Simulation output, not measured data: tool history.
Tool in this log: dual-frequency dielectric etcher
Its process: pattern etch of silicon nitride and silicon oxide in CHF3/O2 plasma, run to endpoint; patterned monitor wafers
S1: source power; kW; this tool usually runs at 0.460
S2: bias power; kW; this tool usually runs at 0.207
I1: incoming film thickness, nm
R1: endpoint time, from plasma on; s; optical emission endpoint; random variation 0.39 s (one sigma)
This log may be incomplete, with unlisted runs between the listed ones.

| run | hour | S1 | S2 | I1 | R1 |
|---|---|---|---|---|---|
| 1 | 0.0 | 0.380 | 0.207 | 185.6 | 146.7 |
|  | 40.6 | wet clean of the chamber |
| 2 | 71.1 | 0.380 | 0.207 | 184.5 | 144.6 |
| 3 | 139.3 | 0.460 | 0.233 | 187.7 | 124.1 |
| 4 | 210.0 | 0.520 | 0.207 | 185.1 | 120.0 |
| 5 | 247.1 | 0.520 | 0.207 | 185.7 | 120.9 |
|  | 302.2 | source power generator calibrated |
| 6 | 315.1 | 0.520 | 0.207 | 184.2 | 119.8 |
|  | 384.8 | bias power generator calibrated |
| 7 | 385.3 | 0.460 | 0.207 | 186.8 | 130.8 |
| 8 | 437.5 | 0.390 | 0.255 | 184.8 | 130.7 |
| 9 | 466.9 | 0.340 | 0.207 | 185.0 | 158.8 |
|  | 512.5 | upper electrode replaced |
| 10 | 513.0 | 0.460 | 0.227 | 186.0 | 125.9 |
|  | 569.2 | wet clean of the chamber |
| 11 | 569.7 | 0.460 | 0.207 | 185.9 | 129.2 |
| 12 | 613.1 | 0.410 | 0.233 | 184.7 | 130.2 |
| 13 | 670.4 | 0.570 | 0.157 | 186.1 | 129.6 |

For run 14, what comes out?
| 14 | 738.2 | 0.420 | 0.231 | 187.7 | ? |

Run 14 produced R1 131.4 s.
With no hidden state in the tool, this same run would have given R1 130.6 s.
